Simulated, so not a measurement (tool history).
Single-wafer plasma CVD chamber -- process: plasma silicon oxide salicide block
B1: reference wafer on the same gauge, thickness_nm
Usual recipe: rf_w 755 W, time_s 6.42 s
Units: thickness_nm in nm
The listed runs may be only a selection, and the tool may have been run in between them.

Run 1, hour 0.0: usual settings but rf_w 635 W, time_s 7.03 s; B1 77.728. Result: thickness_nm 73.450 nm.
Run 2, hour 32.3: usual settings but rf_w 635 W, time_s 7.03 s; B1 77.711. Result: thickness_nm 73.489 nm.
Run 3, hour 86.2: usual settings; B1 77.613. Result: thickness_nm 70.510 nm.
Run 4, hour 139.4: usual settings; B1 77.513. Result: thickness_nm 70.339 nm.
Run 5, hour 174.3: usual settings; B1 77.414. Result: thickness_nm 70.267 nm.
Run 6, hour 219.9: usual settings; B1 77.282. Result: thickness_nm 70.212 nm.
At hour 252.8: showerhead replaced.
Run 7, hour 283.4: usual settings; B1 77.083. Result: thickness_nm 69.929 nm.
Run 8, hour 333.4: usual settings but time_s 5.91 s; B1 76.921. Result: thickness_nm 64.228 nm.
Run 9, hour 362.3: usual settings but rf_w 870 W, time_s 7.30 s; B1 76.808. Result: thickness_nm 82.430 nm.

Forecast run 10:
Run 10, hour 392.3: usual settings; B1 ?. Result: thickness_nm ?.

B1: 76.685
thickness_nm: 69.422 nm
With the hidden condition absent and the run-to-run variation left alone, this run would have shown thickness_nm 70.538 nm.
